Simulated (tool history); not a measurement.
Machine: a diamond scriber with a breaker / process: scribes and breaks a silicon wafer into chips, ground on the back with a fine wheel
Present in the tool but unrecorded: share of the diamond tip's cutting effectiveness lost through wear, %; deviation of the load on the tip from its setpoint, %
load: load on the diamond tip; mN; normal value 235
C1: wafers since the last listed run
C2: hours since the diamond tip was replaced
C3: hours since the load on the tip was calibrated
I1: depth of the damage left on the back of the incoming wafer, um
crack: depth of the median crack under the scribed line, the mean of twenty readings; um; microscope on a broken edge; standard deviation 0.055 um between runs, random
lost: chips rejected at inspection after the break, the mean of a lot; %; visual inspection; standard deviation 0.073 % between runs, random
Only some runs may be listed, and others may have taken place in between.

run 1 hour=0 | load=235 | C1=0 C2=949.6 C3=1490.3 | I1=1.92 | crack=14.67 lost=1.64
run 2 hour=21.4 | load=235 | C1=79 C2=971 C3=1511.7 | I1=2.73 | crack=14.7 lost=2.12
run 3 hour=36.3 | load=235 | C1=55 C2=985.9 C3=1526.6 | I1=2.36 | crack=14.69 lost=1.84
run 4 hour=52.1 | load=235 | C1=58 C2=1001.7 C3=1542.4 | I1=2.59 | crack=14.66 lost=2.07
run 5 hour=64.3 | load=252 | C1=45 C2=1013.9 C3=1554.6 | I1=2.33 | crack=15.55 lost=2.14
run 6 hour=78.4 | load=252 | C1=52 C2=1028 C3=1568.7 | I1=1.79 | crack=15.52 lost=1.94
-- hour=85.5 load on the tip recalibrated
run 7 hour=89.9 | load=252 | C1=35 C2=1039.5 C3=4.4 | I1=2.48 | crack=14.15 lost=2.4
run 8 hour=100.2 | load=235 | C1=38 C2=1049.8 C3=14.7 | I1=2.16 | crack=13.5 lost=3.84
run 9 hour=109.3 | load=235 | C1=33 C2=1058.9 C3=23.8 | I1=1.79 | crack=13.45 lost=3.59
run 10 hour=119.2 | load=235 | C1=36 C2=1068.8 C3=33.7 | I1=1.98 | crack=13.58 lost=3.85
run 11 hour=127 | load=235 | C1=29 C2=1076.6 C3=41.5 | I1=2.47 | crack=13.53 lost=3.57
run 12 hour=138.9 | load=204 | C1=44 C2=1088.5 C3=53.4 | I1=2.32 | crack=11.99 lost=11.34
run 13 hour=145.2 | load=235 | C1=23 C2=1094.8 C3=59.7 | I1=1.62 | crack=13.52 lost=3.16
run 14 hour=157.1 | load=263 | C1=44 C2=1106.7 C3=71.6 | I1=1.9 | crack=14.83 lost=1.59
-- hour=170.5 diamond tip replaced by a new one
run 15 hour=172.3 | load=235 | C1=49 C2=1.8 C3=86.8 | I1=1.94 | crack=15.33 lost=1.9
run 16 hour=188.3 | load=235 | C1=59 C2=17.8 C3=102.8 | I1=1.87 | crack=15.41 lost=1.85
run 17 hour=195.4 | load=255 | C1=26 C2=24.9 C3=109.9 | I1=2.62 | crack=16.35 lost=3.58
run 18 hour=211.8 | load=189 | C1=61 C2=41.3 C3=126.3 | I1=2.7 | crack=12.77 lost=6.93
run 19 hour=222.6 | load=182 | C1=40 C2=52.1 C3=137.1 | I1=1.8 | crack=12.39 lost=8.71
run 20 hour=238.2 | load=253 | C1=58 C2=67.7 C3=152.7 | I1=2.71 | crack=16.26 lost=3.55
run 21 hour=249.8 | load=167 | C1=43 C2=79.3 C3=164.3 | I1=1.66 | crack=11.45 lost=14.82
run 22 hour=263.9 | load=235 | C1=52 C2=93.4 C3=178.4 | I1=1.51 | crack=15.21 lost=1.52

Exercise: give the hidden state of the tool at every run:
H1: share of the diamond tip's cutting effectiveness lost through wear, %
H2: deviation of the load on the tip from its setpoint, %
run=1 H1=16.8 H2=14.3
run=2 H1=16.9 H2=14.4
run=3 H1=16.9 H2=14.4
run=4 H1=17 H2=14.4
run=5 H1=17 H2=14.5
run=6 H1=17 H2=14.5
run=7 H1=17.1 H2=2.44
run=8 H1=17.1 H2=2.74
run=9 H1=17.1 H2=3
run=10 H1=17.1 H2=3.27
run=11 H1=17.2 H2=3.48
run=12 H1=17.2 H2=3.8
run=13 H1=17.2 H2=3.97
run=14 H1=17.2 H2=4.28
run=15 H1=0.262 H2=4.67
run=16 H1=1 H2=5.06
run=17 H1=1.32 H2=5.23
run=18 H1=2.03 H2=5.62
run=19 H1=2.48 H2=5.87
run=20 H1=3.1 H2=6.22
run=21 H1=3.55 H2=6.47
run=22 H1=4.07 H2=6.77

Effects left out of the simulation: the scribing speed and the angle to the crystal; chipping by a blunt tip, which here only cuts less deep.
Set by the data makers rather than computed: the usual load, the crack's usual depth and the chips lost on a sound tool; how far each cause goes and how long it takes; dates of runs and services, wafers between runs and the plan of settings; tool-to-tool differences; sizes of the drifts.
